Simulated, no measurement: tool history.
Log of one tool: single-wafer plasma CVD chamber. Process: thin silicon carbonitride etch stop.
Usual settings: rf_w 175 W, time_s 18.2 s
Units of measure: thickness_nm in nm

| run | hour | rf_w | time_s | wafers since the last listed run | hours since the last thermocouple change | hours since the last RF generator calibration | hours since the showerhead was replaced | hours since the gauge calibration | read-back reference wafer on the same gauge, thickness_nm | thickness_nm |
|---|---|---|---|---|---|---|---|---|---|---|
| 1 | 0.0 | 150 | 18.2 | 0 | 954.0 | 1848.2 | 4619.7 | 934.1 | 10.610 | 8.883 |
| 2 | 45.9 | 150 | 18.2 | 940 | 999.9 | 1894.1 | 4665.6 | 980.0 | 10.609 | 8.856 |
| 3 | 83.2 | 150 | 18.2 | 763 | 1037.2 | 1931.4 | 4702.9 | 1017.3 | 10.593 | 8.832 |
| 4 | 109.4 | 175 | 18.2 | 536 | 1063.4 | 1957.6 | 4729.1 | 1043.5 | 10.594 | 9.583 |
| 5 | 167.5 | 175 | 17.0 | 1189 | 1121.5 | 2015.7 | 4787.2 | 1101.6 | 10.591 | 8.976 |
| 6 | 268.6 | 175 | 17.0 | 2070 | 1222.6 | 2116.8 | 4888.3 | 1202.7 | 10.600 | 9.014 |
| 7 | 415.5 | 175 | 18.2 | 3008 | 1369.5 | 2263.7 | 5035.2 | 1349.6 | 10.596 | 9.613 |
| 8 | 442.9 | 160 | 16.8 | 561 | 1396.9 | 2291.1 | 5062.6 | 1377.0 | 10.596 | 8.489 |
| 9 | 485.9 | 160 | 16.8 | 880 | 1439.9 | 2334.1 | 5105.6 | 1420.0 | 10.588 | 8.445 |
|  | 506.9 | thermocouple changed; heater temperature recalibrated |
| 10 | 537.4 | 160 | 16.8 | 890 | 30.5 | 2385.6 | 5157.1 | 1471.5 | 10.604 | 8.451 |
| 11 | 603.6 | 175 | 15.8 | 1355 | 96.7 | 2451.8 | 5223.3 | 1537.7 | 10.600 | 8.327 |
| 12 | 648.2 | 175 | 18.2 | 913 | 141.3 | 2496.4 | 5267.9 | 1582.3 | 10.594 | 9.606 |
| 13 | 687.4 | 175 | 18.2 | 802 | 180.5 | 2535.6 | 5307.1 | 1621.5 | 10.598 | 9.578 |
| 14 | 730.8 | 175 | 18.2 | 888 | 223.9 | 2579.0 | 5350.5 | 1664.9 | 10.606 | 9.620 |
|  | 749.8 | gauge calibrated |
| 15 | 797.0 | 175 | 18.2 | 1355 | 290.1 | 2645.2 | 5416.7 | 47.2 | 10.591 | 9.597 |
|  | 806.2 | RF generator calibrated |
| 16 | 833.7 | 175 | 18.2 | 587 | 326.8 | 27.5 | 5453.4 | 83.9 | 10.591 | 10.073 |
| 17 | 883.3 | 195 | 21.0 | 1015 | 376.4 | 77.1 | 5503.0 | 133.5 | 10.604 | 12.224 |
| 18 | 948.3 | 175 | 18.2 | 1331 | 441.4 | 142.1 | 5568.0 | 198.5 | 10.596 | 10.006 |
|  | 974.4 | showerhead replaced |
| 19 | 1005.6 | 195 | 20.0 | 1009 | 498.7 | 199.4 | 31.2 | 255.8 | 10.600 | 11.668 |
| 20 | 1072.7 | 175 | 17.2 | 1374 | 565.8 | 266.5 | 98.3 | 322.9 | 10.606 | 9.457 |
| 21 | 1099.8 | 155 | 20.7 | 555 | 592.9 | 293.6 | 125.4 | 350.0 | 10.601 | 10.649 |
| 22 | 1165.8 | 175 | 14.9 | 1351 | 658.9 | 359.6 | 191.4 | 416.0 | 10.587 | 8.111 |
| 23 | 1218.4 | 175 | 19.3 | 1077 | 711.5 | 412.2 | 244.0 | 468.6 | 10.593 | 10.434 |
| 24 | 1280.6 | 175 | 18.2 | 1273 | 773.7 | 474.4 | 306.2 | 530.8 | 10.591 | 9.938 |
| 25 | 1329.2 | 185 | 14.7 | 995 | 822.3 | 523.0 | 354.8 | 579.4 | 10.596 | 8.211 |
| 26 | 1393.7 | 155 | 20.0 | 1320 | 886.8 | 587.5 | 419.3 | 643.9 | 10.601 | 10.164 |
| 27 | 1420.6 | 175 | 21.2 | 550 | 913.7 | 614.4 | 446.2 | 670.8 | 10.597 | 11.441 |
| 28 | 1469.6 | 150 | 21.0 | 1003 | 962.7 | 663.4 | 495.2 | 719.8 | 10.605 | 10.446 |
| 29 | 1497.7 | 155 | 18.2 | 575 | 990.8 | 691.5 | 523.3 | 747.9 | 10.603 | 9.276 |
| 30 | 1552.4 | 175 | 18.2 | 1120 | 1045.5 | 746.2 | 578.0 | 802.6 | 10.595 | 9.858 |
| 31 | 1581.0 | 145 | 16.5 | 585 | 1074.1 | 774.8 | 606.6 | 831.2 | 10.612 | 8.011 |

Forecast each of these 4 alternatives for the next run:
| A | 1581.4 | 175 | 18.2 | 8 | 1074.5 | 775.2 | 607.0 | 831.6 | ? | ? |
| B | 1581.4 | 175 | 20.0 | 8 | 1074.5 | 775.2 | 607.0 | 831.6 | ? | ? |
| C | 1581.4 | 205 | 18.2 | 8 | 1074.5 | 775.2 | 607.0 | 831.6 | ? | ? |
| D | 1581.4 | 205 | 20.9 | 8 | 1074.5 | 775.2 | 607.0 | 831.6 | ? | ? |

| run | read-back reference wafer on the same gauge, thickness_nm | thickness_nm |
|---|---|---|
| A | 10.605 | 9.759 |
| B | 10.605 | 10.724 |
| C | 10.605 | 10.537 |
| D | 10.605 | 12.100 |
Had the tool no hidden state, the same runs would have come out as:
| run | thickness_nm |
|---|---|
| A | 10.035 |
| B | 11.028 |
| C | 10.835 |
| D | 12.443 |
